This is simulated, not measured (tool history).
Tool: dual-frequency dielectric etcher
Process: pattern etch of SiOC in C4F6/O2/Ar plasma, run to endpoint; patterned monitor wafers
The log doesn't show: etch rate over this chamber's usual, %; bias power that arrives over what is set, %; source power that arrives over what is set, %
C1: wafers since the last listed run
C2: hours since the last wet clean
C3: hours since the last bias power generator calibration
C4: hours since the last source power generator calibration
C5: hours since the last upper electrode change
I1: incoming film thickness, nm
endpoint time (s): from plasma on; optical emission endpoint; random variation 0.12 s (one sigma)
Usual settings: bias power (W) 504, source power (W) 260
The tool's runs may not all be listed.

run 1 hour=0 | bias_power_(W)=504 source_power_(W)=220 | C1=0 C2=196.9 C3=1679.4 C4=1364.4 C5=3278.1 | I1=39.1 | endpoint_time_(s)=16.4
run 2 hour=48.8 | bias_power_(W)=504 source_power_(W)=220 | C1=781 C2=245.7 C3=1728.2 C4=1413.2 C5=3326.9 | I1=39.04 | endpoint_time_(s)=16.1
run 3 hour=148.6 | bias_power_(W)=504 source_power_(W)=220 | C1=1597 C2=345.5 C3=1828 C4=1513 C5=3426.7 | I1=38.94 | endpoint_time_(s)=15.8
run 4 hour=252.2 | bias_power_(W)=504 source_power_(W)=260 | C1=1658 C2=449.1 C3=1931.6 C4=1616.6 C5=3530.3 | I1=38.37 | endpoint_time_(s)=14.4
-- hour=355.7 wet clean of the chamber
run 5 hour=356.2 | bias_power_(W)=504 source_power_(W)=260 | C1=1280 C2=0.5 C3=2035.6 C4=1720.6 C5=3634.3 | I1=38.8 | endpoint_time_(s)=15.2
run 6 hour=425.6 | bias_power_(W)=504 source_power_(W)=300 | C1=1111 C2=69.9 C3=2105 C4=1790 C5=3703.7 | I1=39.31 | endpoint_time_(s)=14
run 7 hour=503.9 | bias_power_(W)=504 source_power_(W)=300 | C1=1253 C2=148.2 C3=2183.3 C4=1868.3 C5=3782 | I1=38.78 | endpoint_time_(s)=13.9
run 8 hour=553.2 | bias_power_(W)=504 source_power_(W)=300 | C1=789 C2=197.5 C3=2232.6 C4=1917.6 C5=3831.3 | I1=38.93 | endpoint_time_(s)=13.7
run 9 hour=601.9 | bias_power_(W)=576 source_power_(W)=260 | C1=779 C2=246.2 C3=2281.3 C4=1966.3 C5=3880 | I1=39.07 | endpoint_time_(s)=13.7
run 10 hour=639.2 | bias_power_(W)=576 source_power_(W)=260 | C1=597 C2=283.5 C3=2318.6 C4=2003.6 C5=3917.3 | I1=38.66 | endpoint_time_(s)=13.5
run 11 hour=722.6 | bias_power_(W)=504 source_power_(W)=290 | C1=1335 C2=366.9 C3=2402 C4=2087 C5=4000.7 | I1=38.77 | endpoint_time_(s)=13.8
run 12 hour=825.8 | bias_power_(W)=504 source_power_(W)=290 | C1=1652 C2=470.1 C3=2505.2 C4=2190.2 C5=4103.9 | I1=39.02 | endpoint_time_(s)=13.7
-- hour=862.2 wet clean of the chamber
run 13 hour=885.6 | bias_power_(W)=504 source_power_(W)=290 | C1=573 C2=23.4 C3=2565 C4=2250 C5=4163.7 | I1=38.96 | endpoint_time_(s)=14.6
run 14 hour=943.2 | bias_power_(W)=603 source_power_(W)=300 | C1=922 C2=81 C3=2622.6 C4=2307.6 C5=4221.3 | I1=38.8 | endpoint_time_(s)=12.9
run 15 hour=1027.2 | bias_power_(W)=603 source_power_(W)=300 | C1=1344 C2=165 C3=2706.6 C4=2391.6 C5=4305.3 | I1=38.6 | endpoint_time_(s)=12.6
run 16 hour=1128 | bias_power_(W)=603 source_power_(W)=300 | C1=1613 C2=265.8 C3=2807.4 C4=2492.4 C5=4406.1 | I1=38.78 | endpoint_time_(s)=12.6
-- hour=1221.3 bias power generator calibrated
run 17 hour=1233.8 | bias_power_(W)=504 source_power_(W)=240 | C1=1629 C2=371.6 C3=12.5 C4=2598.2 C5=4511.9 | I1=38.68 | endpoint_time_(s)=15
run 18 hour=1319.9 | bias_power_(W)=426 source_power_(W)=310 | C1=1378 C2=457.7 C3=98.6 C4=2684.3 C5=4598 | I1=39.26 | endpoint_time_(s)=14.9
-- hour=1418.3 wet clean of the chamber
run 19 hour=1418.8 | bias_power_(W)=565 source_power_(W)=240 | C1=1199 C2=0.5 C3=197.5 C4=2783.2 C5=4696.9 | I1=38.81 | endpoint_time_(s)=14.8
run 20 hour=1518.9 | bias_power_(W)=465 source_power_(W)=220 | C1=1602 C2=100.6 C3=297.6 C4=2883.3 C5=4797 | I1=38.9 | endpoint_time_(s)=17.1
run 21 hour=1674.6 | bias_power_(W)=504 source_power_(W)=240 | C1=2492 C2=256.3 C3=453.3 C4=3039 C5=4952.7 | I1=38.79 | endpoint_time_(s)=15.3
run 22 hour=1755.3 | bias_power_(W)=504 source_power_(W)=290 | C1=1292 C2=337 C3=534 C4=3119.7 C5=5033.4 | I1=38.62 | endpoint_time_(s)=14
-- hour=1790.1 source power generator calibrated
run 23 hour=1837.9 | bias_power_(W)=457 source_power_(W)=290 | C1=1258 C2=419.6 C3=616.6 C4=47.8 C5=5116 | I1=38.66 | endpoint_time_(s)=14.6
run 24 hour=1876.3 | bias_power_(W)=412 source_power_(W)=290 | C1=614 C2=458 C3=655 C4=86.2 C5=5154.4 | I1=38.88 | endpoint_time_(s)=15.2
-- hour=1910.8 wet clean of the chamber
run 25 hour=1974.3 | bias_power_(W)=451 source_power_(W)=220 | C1=1184 C2=63.5 C3=753 C4=184.2 C5=5252.4 | I1=38.61 | endpoint_time_(s)=17
-- hour=2023.3 upper electrode replaced
run 26 hour=2034.1 | bias_power_(W)=466 source_power_(W)=260 | C1=573 C2=123.3 C3=812.8 C4=244 C5=10.8 | I1=38.53 | endpoint_time_(s)=15.3
run 27 hour=2136.9 | bias_power_(W)=504 source_power_(W)=320 | C1=1645 C2=226.1 C3=915.6 C4=346.8 C5=113.6 | I1=38.62 | endpoint_time_(s)=13.2
run 28 hour=2208.8 | bias_power_(W)=504 source_power_(W)=260 | C1=1151 C2=298 C3=987.5 C4=418.7 C5=185.5 | I1=38.84 | endpoint_time_(s)=14.8
run 29 hour=2279.7 | bias_power_(W)=547 source_power_(W)=230 | C1=1135 C2=368.9 C3=1058.4 C4=489.6 C5=256.4 | I1=39.17 | endpoint_time_(s)=15
run 30 hour=2378.9 | bias_power_(W)=589 source_power_(W)=210 | C1=1588 C2=468.1 C3=1157.6 C4=588.8 C5=355.6 | I1=38.91 | endpoint_time_(s)=14.6
-- hour=2449.5 wet clean of the chamber
run 31 hour=2450 | bias_power_(W)=504 source_power_(W)=200 | C1=754 C2=0.5 C3=1228.7 C4=659.9 C5=426.7 | I1=38.77 | endpoint_time_(s)=16.9
run 32 hour=2479.5 | bias_power_(W)=504 source_power_(W)=260 | C1=472 C2=30 C3=1258.2 C4=689.4 C5=456.2 | I1=38.7 | endpoint_time_(s)=15
run 33 hour=2569.5 | bias_power_(W)=504 source_power_(W)=260 | C1=1440 C2=120 C3=1348.2 C4=779.4 C5=546.2 | I1=38.27 | endpoint_time_(s)=14.7
run 34 hour=2627.2 | bias_power_(W)=436 source_power_(W)=230 | C1=923 C2=177.7 C3=1405.9 C4=837.1 C5=603.9 | I1=38.68 | endpoint_time_(s)=17

Measured less the same run without the tool's hidden state. The same run-to-run variation is in both; the gauge's scatter may not be:
run=1 endpoint_time_(s)=-0.2
run=2 endpoint_time_(s)=-0.3
run=3 endpoint_time_(s)=-0.5
run=4 endpoint_time_(s)=-0.6
run=5 endpoint_time_(s)=-0.1
run=6 endpoint_time_(s)=-0.2
run=7 endpoint_time_(s)=-0.3
run=8 endpoint_time_(s)=-0.4
run=9 endpoint_time_(s)=-0.5
run=10 endpoint_time_(s)=-0.5
run=11 endpoint_time_(s)=-0.6
run=12 endpoint_time_(s)=-0.8
run=13 endpoint_time_(s)=+0
run=14 endpoint_time_(s)=-0.1
run=15 endpoint_time_(s)=-0.2
run=16 endpoint_time_(s)=-0.3
run=17 endpoint_time_(s)=-0.5
run=18 endpoint_time_(s)=-0.6
run=19 endpoint_time_(s)=+0
run=20 endpoint_time_(s)=-0.2
run=21 endpoint_time_(s)=-0.4
run=22 endpoint_time_(s)=-0.5
run=23 endpoint_time_(s)=-0.6
run=24 endpoint_time_(s)=-0.7
run=25 endpoint_time_(s)=-0.1
run=26 endpoint_time_(s)=-0.2
run=27 endpoint_time_(s)=-0.3
run=28 endpoint_time_(s)=-0.4
run=29 endpoint_time_(s)=-0.6
run=30 endpoint_time_(s)=-0.7
run=31 endpoint_time_(s)=+0
run=32 endpoint_time_(s)=+0
run=33 endpoint_time_(s)=-0.1
run=34 endpoint_time_(s)=-0.3
